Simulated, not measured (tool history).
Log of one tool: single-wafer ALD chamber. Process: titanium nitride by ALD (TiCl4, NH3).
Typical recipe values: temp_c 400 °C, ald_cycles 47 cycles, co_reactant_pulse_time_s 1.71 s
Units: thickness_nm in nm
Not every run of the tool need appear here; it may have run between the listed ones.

run,hour,temp_c,ald_cycles,co_reactant_pulse_time_s,"read-back reference wafer on the same gauge, thickness_nm",thickness_nm
1,0,400,47,1.71,1.104,0.959
2,152.2,400,43,1.71,1.104,0.874
3,231.6,400,43,1.71,1.104,0.873
4,292.3,400,43,1.71,1.104,0.872
5,381.6,400,47,1.71,1.104,0.958
6,419.1,400,47,1.71,1.105,0.953
7,735.9,409,47,1.71,1.104,0.96
8,796.2,400,47,1.71,1.104,0.959
9,865.9,400,47,1.71,1.105,0.958
10,952.5,400,47,1.71,1.104,0.959
11,998.3,400,47,1.71,1.104,0.955
12,1308,400,47,1.71,1.104,0.957
# hour 1343.4: showerhead replaced
# hour 1348.3: thermocouple changed; heater temperature recalibrated
13,1441.5,400,47,1.71,1.104,0.957
14,1617.5,400,47,1.71,1.104,0.952
15,1718,409,47,1.71,1.104,0.962
16,1824.8,396,38,1.91,1.104,0.772
17,1872.1,405,38,1.53,1.104,0.777
18,1933.8,400,47,1.71,1.105,0.957
# hour 1946.7: gauge calibrated
19,2011,400,47,2.08,1.104,0.963
20,2058.6,400,47,1.3,1.105,0.949
21,2133.9,385,47,1.71,1.104,0.94
22,2214.8,414,42,2.17,1.103,0.864
23,2253,400,47,1.71,1.104,0.96
24,2331.1,400,53,1.33,1.105,1.074
25,2381.3,400,47,1.71,1.103,0.956
26,2467.3,396,51,2.24,1.104,1.045

Consider 4 possible next runs. They are alternatives, not a sequence: every one starts from the tool as it was left by run 26. What does each give?
A,2467.8,400,47,1.71,?,?
B,2467.8,390,55,2,?,?
C,2467.8,400,52,1.88,?,?
D,2467.8,396,43,1.71,?,?

run,"read-back reference wafer on the same gauge, thickness_nm",thickness_nm
A,1.105,0.957
B,1.105,1.116
C,1.105,1.062
D,1.105,0.873
Take away the tool's hidden state, keep each run's random variation, and the runs would have read:
run,thickness_nm
A,0.957
B,1.116
C,1.062
D,0.873

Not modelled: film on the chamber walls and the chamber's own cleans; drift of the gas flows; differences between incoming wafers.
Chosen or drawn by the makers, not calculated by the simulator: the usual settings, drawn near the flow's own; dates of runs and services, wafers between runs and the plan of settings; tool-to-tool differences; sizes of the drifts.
